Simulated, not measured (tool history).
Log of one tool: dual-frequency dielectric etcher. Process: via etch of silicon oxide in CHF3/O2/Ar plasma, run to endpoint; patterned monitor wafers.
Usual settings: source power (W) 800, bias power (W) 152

run	hour	source power (W)	bias power (W)	wafers since the last listed run	hours since the last wet clean	hours since the last source power generator calibration	hours since the last bias power generator calibration	hours since the last upper electrode change	incoming incoming film thickness, nm	endpoint time (s)
1	0.0	800	152	0	285.7	4140.8	3986.7	4555.0	477.0	215.4
2	10.3	800	152	47	296.0	4151.1	3997.0	4565.3	475.5	215.3
3	18.0	800	152	35	303.7	4158.8	4004.7	4573.0	475.7	214.1
4	29.4	710	169	52	315.1	4170.2	4016.1	4584.4	480.9	223.5
5	40.6	710	169	51	326.3	4181.4	4027.3	4595.6	470.5	218.1
6	54.5	800	152	64	340.2	4195.3	4041.2	4609.5	478.4	216.0
7	62.2	800	152	35	347.9	4203.0	4048.9	4617.2	475.2	213.0
8	93.8	800	152	146	379.5	4234.6	4080.5	4648.8	472.2	212.0
# hour 124.2: wet clean of the chamber
# hour 132.0: upper electrode replaced
9	132.5	800	152	31	8.3	4273.3	4119.2	0.5	477.0	219.3
10	132.9	680	152	1	8.7	4273.7	4119.6	0.9	479.4	243.9
11	133.3	680	152	1	9.1	4274.1	4120.0	1.3	474.9	242.4
12	144.7	680	152	52	20.5	4285.5	4131.4	12.7	480.2	244.8
13	152.7	800	152	37	28.5	4293.5	4139.4	20.7	477.1	220.6
14	170.7	800	152	83	46.5	4311.5	4157.4	38.7	471.6	217.8
15	177.2	680	152	30	53.0	4318.0	4163.9	45.2	478.7	242.8
16	193.9	800	152	77	69.7	4334.7	4180.6	61.9	475.4	217.4
# hour 209.5: source power generator calibrated
17	210.0	800	152	56	85.8	0.5	4196.7	78.0	475.1	216.0
18	223.6	910	152	62	99.4	14.1	4210.3	91.6	473.3	199.8
# hour 238.7: bias power generator calibrated
19	239.2	910	164	53	115.0	29.7	0.5	107.2	475.2	195.0
20	250.9	890	139	54	126.7	41.4	12.2	118.9	479.6	211.5
21	264.9	960	121	64	140.7	55.4	26.2	132.9	472.5	210.8
22	278.7	730	124	63	154.5	69.2	40.0	146.7	476.8	249.4
23	289.3	610	164	49	165.1	79.8	50.6	157.3	478.8	251.1
24	297.0	630	168	35	172.8	87.5	58.3	165.0	474.5	240.8

Forecast run 25:
25	304.9	700	163	36	180.7	95.4	66.2	172.9	478.1	?

endpoint time (s): 228.1
Without the tool's hidden state the same run would have given endpoint time (s) 233.4.
